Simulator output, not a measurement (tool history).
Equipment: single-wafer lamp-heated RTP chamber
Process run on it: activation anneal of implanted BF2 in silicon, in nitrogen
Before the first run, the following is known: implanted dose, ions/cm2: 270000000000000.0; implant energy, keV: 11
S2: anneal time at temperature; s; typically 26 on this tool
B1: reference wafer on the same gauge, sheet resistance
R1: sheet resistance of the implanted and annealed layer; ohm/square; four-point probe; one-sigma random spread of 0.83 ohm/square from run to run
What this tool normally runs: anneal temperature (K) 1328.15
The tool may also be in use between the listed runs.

{"run": 1, "day": 0.0, "anneal temperature (K)": 1342.15, "S2": 38, "B1": 377.76, "R1": 399.13}
{"run": 2, "day": 2.704, "anneal temperature (K)": 1316.15, "S2": 26, "B1": 377.63, "R1": 413.74}
{"run": 3, "day": 4.679, "anneal temperature (K)": 1305.15, "S2": 26, "B1": 378.16, "R1": 417.31}
{"run": 4, "day": 7.338, "anneal temperature (K)": 1305.15, "S2": 26, "B1": 378.09, "R1": 416.72}
{"run": 5, "day": 12.138, "anneal temperature (K)": 1305.15, "S2": 26, "B1": 377.98, "R1": 417.49}
{"run": 6, "day": 14.958, "anneal temperature (K)": 1328.15, "S2": 26, "B1": 377.9, "R1": 407.66}
{"run": 7, "day": 17.421, "anneal temperature (K)": 1328.15, "S2": 26, "B1": 377.93, "R1": 407.88}
{"day": 18.842, "done": "reflector plate cleaned"}
{"run": 8, "day": 19.938, "anneal temperature (K)": 1328.15, "S2": 26, "B1": 377.98, "R1": 407.09}
{"run": 9, "day": 22.583, "anneal temperature (K)": 1328.15, "S2": 26, "B1": 377.81, "R1": 407.75}
{"run": 10, "day": 28.879, "anneal temperature (K)": 1328.15, "S2": 26, "B1": 377.53, "R1": 405.73}
{"run": 11, "day": 31.55, "anneal temperature (K)": 1328.15, "S2": 29, "B1": 378.08, "R1": 405.55}
{"day": 34.592, "done": "pyrometer window cleaned and pyrometer calibrated"}
{"run": 12, "day": 36.017, "anneal temperature (K)": 1328.15, "S2": 29, "B1": 377.98, "R1": 409.03}
{"run": 13, "day": 40.033, "anneal temperature (K)": 1328.15, "S2": 29, "B1": 377.88, "R1": 408.43}
{"run": 14, "day": 42.317, "anneal temperature (K)": 1328.15, "S2": 26, "B1": 378.31, "R1": 409.68}
{"day": 44.529, "done": "reflector plate cleaned"}
{"run": 15, "day": 44.55, "anneal temperature (K)": 1341.15, "S2": 40, "B1": 378.01, "R1": 393.83}
{"run": 16, "day": 46.392, "anneal temperature (K)": 1315.15, "S2": 26, "B1": 377.71, "R1": 413.85}
{"run": 17, "day": 49.575, "anneal temperature (K)": 1338.15, "S2": 12, "B1": 377.92, "R1": 419.37}

Run 18 is up next; what results do you expect?
{"run": 18, "day": 51.083, "anneal temperature (K)": 1353.15, "S2": 26, "B1": "?", "R1": "?"}

B1: 378.47
R1: 397.87 ohm/square
The same run, on a tool lacking any hidden state, would have yielded R1 402.10 ohm/square.
